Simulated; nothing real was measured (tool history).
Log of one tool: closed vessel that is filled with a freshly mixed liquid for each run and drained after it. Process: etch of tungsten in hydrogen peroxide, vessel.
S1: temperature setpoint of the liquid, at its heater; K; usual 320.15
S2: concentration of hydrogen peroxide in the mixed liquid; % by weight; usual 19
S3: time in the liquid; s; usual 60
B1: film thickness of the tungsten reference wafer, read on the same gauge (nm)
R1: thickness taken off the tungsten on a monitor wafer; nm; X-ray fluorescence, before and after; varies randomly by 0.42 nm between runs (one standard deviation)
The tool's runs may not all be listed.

run    hour      S1    S2  S3     B1      R1
  1       0  314.15    19  60  40.02   31.83
  2      65  320.15    19  60  40.04   46.01
  3   101.4  320.15    19  60     40    46.7
  4   151.2  320.15    19  60  40.04   46.83
  5     198  315.65    18  60  39.99   34.48
  6   278.1  320.15    19  60  39.99    47.9
  7   323.7  320.15    19  60     40   48.27
      360.2  -- peroxide flow meter replaced
  8   382.1  320.15    19  60  40.02   48.05
      452.2  -- thermometer replaced
  9   471.8  320.15    19  80  39.96   60.25
 10   552.5  320.15    19  60  39.99   45.51
 11   633.5  320.15  17.5  95  40.05   70.08
 12   676.3  320.15    19  60  40.02   46.39
      733.5  -- new drum of peroxide connected
 13   749.3  320.15    19  60  39.99   46.69
 14   834.5  320.15    19  60  40.02   46.22
 15   906.2  320.15    19  60  39.96   46.21
 16   976.9  326.15    19  60  40.05   68.24
      995.2  -- peroxide flow meter replaced
 17  1022.1  310.65    17  60  39.99   24.47
 18  1098.1  329.65    22  75  40.01  111.89
 19  1195.2  324.15    19  60     40    60.9
     1287.3  -- thermometer replaced
     1392.8  -- new drum of peroxide connected
 20    1445  320.15  13.5  60  39.99   38.19
 21  1529.6  320.15    19  60  39.95   46.01
     1586.8  -- gauge calibrated
     1712.1  -- peroxide flow meter replaced
 22  1788.3  330.15    22  90  39.97   136.6
 23    1847  325.65    19  75  40.04    81.8
 24  1918.5  320.15    19  60  40.04   46.93
 25  2021.3  327.65    21  60  39.97   78.86
     2113.3  -- new drum of peroxide connected
 26  2141.7  320.15  22.5  60  39.98   52.43
 27  2180.5  320.15    15  60  40.02   43.09
 28  2252.5  329.65    19  30     40   43.02
 29  2321.8  330.15    19  90  39.97  133.35

Consider 5 possible next runs. They are alternatives, not a sequence: every one starts from the tool as it was left by run 29. What does each give?
  A  2322.5  320.15    19  60   ?   ?
  B  2322.5  314.65    23  50   ?   ?
  C  2322.5  316.15  23.5  60   ?   ?
  D  2322.5  311.65    15  90   ?   ?
  E  2322.5  316.65    19  35   ?   ?

run     B1     R1
  A  40.04  48.53
  B  40.04  31.51
  C  40.04  42.04
  D  40.04  37.74
  E  40.04  22.76
With no hidden state in the tool, these same runs would have given:
run     R1
  A  44.22
  B  28.61
  C  38.22
  D  34.22
  E  20.69
